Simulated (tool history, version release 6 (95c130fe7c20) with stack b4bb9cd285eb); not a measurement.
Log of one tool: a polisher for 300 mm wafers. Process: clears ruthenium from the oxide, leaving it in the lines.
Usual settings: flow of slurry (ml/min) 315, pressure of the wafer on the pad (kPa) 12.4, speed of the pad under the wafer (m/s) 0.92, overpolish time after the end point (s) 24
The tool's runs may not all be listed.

run     day  flow of slurry (ml/min)  pressure of the wafer on the pad (kPa)  speed of the pad under the wafer (m/s)  overpolish time after the end point (s)  wafers since the last listed run  wafers polished on this pad  hours since the slurry nozzle was cleaned  hours since the head pressure was calibrated  incoming thickness of the incoming film, nm  time until the end point was called (s)
  1       0                      315                                    12.4                                    0.92                                       24                                 0                          771                                      224.6                                         206.3                                        110.2                                    154.9
      0.417  -- worn pad replaced by a new one
  2   1.012                      260                                    12.4                                    1.16                                       24                               140                           98                                      248.9                                         230.6                                        109.4                                    126.3
  3   1.712                      260                                    12.4                                    1.16                                       24                               115                          214                                      265.7                                         247.4                                        110.2                                    126.4
  4   2.221                      315                                    12.4                                    0.92                                       24                                84                          298                                      277.9                                         259.6                                        110.4                                      153
  5   3.533                      315                                    12.4                                    0.92                                       24                               217                          516                                      309.4                                         291.1                                        109.6                                      152
  6   4.821                      315                                    12.4                                    0.92                                       24                               213                          729                                      340.3                                           322                                        110.2                                    156.7
      5.738  -- worn pad replaced by a new one
  7       6                      315                                    13.8                                    0.92                                       24                               167                           43                                      368.6                                         350.3                                        110.3                                    140.5
  8   7.088                      315                                    13.8                                    0.92                                       24                               180                          223                                      394.7                                         376.4                                        109.8                                      140
  9   7.679                      315                                    12.4                                    0.92                                       24                                97                          321                                      408.9                                         390.6                                          112                                    161.4
      8.979  -- slurry nozzle cleaned
 10   9.017                      315                                    12.4                                    0.92                                       24                               214                          536                                        0.9                                         422.7                                        110.2                                    145.9
     10.138  -- worn pad replaced by a new one
 11  10.279                      315                                    12.4                                    0.92                                       24                               181                           23                                       31.2                                           453                                        110.6                                    148.9
     10.471  -- head pressure recalibrated
 12  11.112                      315                                    12.4                                    0.66                                       11                               124                          147                                       51.2                                          15.4                                        108.9                                    201.2
 13  13.208                      315                                    12.4                                    0.66                                       11                               347                          494                                      101.5                                          65.7                                          110                                    203.5
     14.567  -- worn pad replaced by a new one
 14  15.512                      355                                    12.4                                    1.18                                       32                               353                          156                                      156.8                                           121                                        110.2                                    118.7
 15  16.654                      265                                    16.5                                    0.92                                       16                               189                          345                                      184.2                                         148.4                                        110.6                                    116.7
 16  17.317                      315                                    12.4                                    0.92                                       24                               109                          455                                      200.1                                         164.3                                        110.6                                    148.8
 17  18.008                      415                                    12.4                                    0.76                                       24                               114                          569                                      216.7                                         180.9                                        111.2                                    177.4
 18   19.45                      315                                    12.4                                    0.92                                       24                               238                          808                                      251.3                                         215.5                                        111.7                                    154.4
      19.75  -- worn pad replaced by a new one
 19  19.971                      315                                     9.7                                    0.78                                       24                                58                           36                                      263.8                                           228                                        112.5                                    232.4
 20  21.329                      315                                    12.4                                       1                                       24                               224                          261                                      296.4                                         260.6                                        108.6                                    137.9
 21  21.996                      315                                    12.4                                    0.92                                       24                               110                          371                                      312.4                                         276.6                                        108.3                                    150.4
 22  22.771                      315                                    14.5                                    0.92                                       30                               128                          499                                        331                                         295.2                                        111.6                                      131

5 ways to go on from here, each from the tool as it stands after run 22. What would each give?
  A  22.792                      315                                    12.4                                    0.92                                       24                                 3                          503                                      331.5                                         295.7                                        109.2                                        ?
  B  22.792                      380                                    14.5                                    0.78                                       31                                 3                          503                                      331.5                                         295.7                                        109.2                                        ?
  C  22.792                      315                                    10.3                                    1.14                                       19                                 3                          503                                      331.5                                         295.7                                        109.2                                        ?
  D  22.792                      225                                    12.4                                    0.92                                       24                                 3                          503                                      331.5                                         295.7                                        109.2                                        ?
  E  22.792                      315                                    12.4                                    0.92                                       34                                 3                          503                                      331.5                                         295.7                                        109.2                                        ?

run  time until the end point was called (s)
  A                                    153.8
  B                                    149.5
  C                                      152
  D                                    161.8
  E                                    153.8
Without the tool's hidden state the same runs would have given:
run  time until the end point was called (s)
  A                                    149.7
  B                                    146.2
  C                                    147.9
  D                                    155.6
  E                                    149.7

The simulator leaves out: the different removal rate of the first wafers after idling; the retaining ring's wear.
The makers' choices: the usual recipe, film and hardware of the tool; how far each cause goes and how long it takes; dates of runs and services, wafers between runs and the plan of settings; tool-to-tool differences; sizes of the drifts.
